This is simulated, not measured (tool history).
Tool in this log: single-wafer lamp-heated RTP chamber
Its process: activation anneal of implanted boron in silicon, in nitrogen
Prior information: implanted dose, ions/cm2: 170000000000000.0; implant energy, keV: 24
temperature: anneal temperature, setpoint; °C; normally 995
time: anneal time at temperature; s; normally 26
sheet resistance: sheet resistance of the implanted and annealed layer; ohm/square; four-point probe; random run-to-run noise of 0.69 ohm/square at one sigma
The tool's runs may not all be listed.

| run | day | temperature | time | read-back reference wafer on the same gauge, sheet resistance | sheet resistance |
|---|---|---|---|---|---|
| 1 | 0 | 995 | 26 | 460.24 | 460.18 |
| 2 | 0.292 | 995 | 26 | 459.94 | 459.53 |
| 3 | 0.542 | 995 | 26 | 459.85 | 459.34 |
| 4 | 1.092 | 995 | 26 | 459.62 | 460.71 |
| 5 | 1.588 | 995 | 26 | 459.4 | 458.36 |
| 6 | 2.2 | 995 | 23 | 459.28 | 458.5 |
| 7 | 2.904 | 995 | 23 | 458.93 | 460.06 |
| 8 | 3.654 | 995 | 23 | 458.6 | 458.68 |
| 9 | 3.933 | 995 | 19 | 458.32 | 458.15 |
| 10 | 4.271 | 995 | 19 | 458.27 | 458.22 |
| 11 | 5.008 | 995 | 26 | 458.07 | 458.22 |
| 12 | 5.258 | 995 | 26 | 457.85 | 458.93 |
| 13 | 5.683 | 995 | 26 | 457.68 | 457.5 |
| 14 | 6.104 | 974 | 21 | 457.69 | 467.95 |
| 15 | 6.517 | 1011 | 34 | 457.47 | 454.21 |
| 16 | 7.146 | 1004 | 33 | 462.59 | 459.75 |
| 17 | 7.633 | 982 | 41 | 462.3 | 464.47 |
| 18 | 8.3 | 995 | 26 | 461.88 | 461.45 |
| 19 | 8.879 | 995 | 19 | 461.94 | 463.17 |
| 20 | 9.162 | 995 | 26 | 461.67 | 461.01 |
| 21 | 9.525 | 1023 | 26 | 461.38 | 459.1 |
| 22 | 10.158 | 995 | 26 | 461.13 | 462.14 |
| 23 | 10.421 | 976 | 18 | 460.86 | 471.33 |
| 24 | 11.079 | 968 | 33 | 460.78 | 473.16 |
| 25 | 11.571 | 1003 | 33 | 460.51 | 457.23 |
| 26 | 11.921 | 1019 | 36 | 460.4 | 455.43 |

Not shown: 3 entries that the log had between the listed runs. Between which runs, and how does the tool's hidden state differ before and after?
Runs 10 to 11: pyrometer window cleaned and pyrometer calibrated (day 4.988)
  gauge reads high (%): -0.794 -> -0.865
  measured less the result without the state, sheet resistance: -3.67 -> -3.99 ohm/square
Runs 15 to 16: gauge calibrated (day 7.071)
  gauge reads high (%): -1.01 -> 0.12
  measured less the result without the state, sheet resistance: -4.63 -> +0.54 ohm/square
Runs 20 to 21: reflector plate cleaned (day 9.504)
  gauge reads high (%): -0.0739 -> -0.109
  measured less the result without the state, sheet resistance: -0.35 -> -0.5 ohm/square
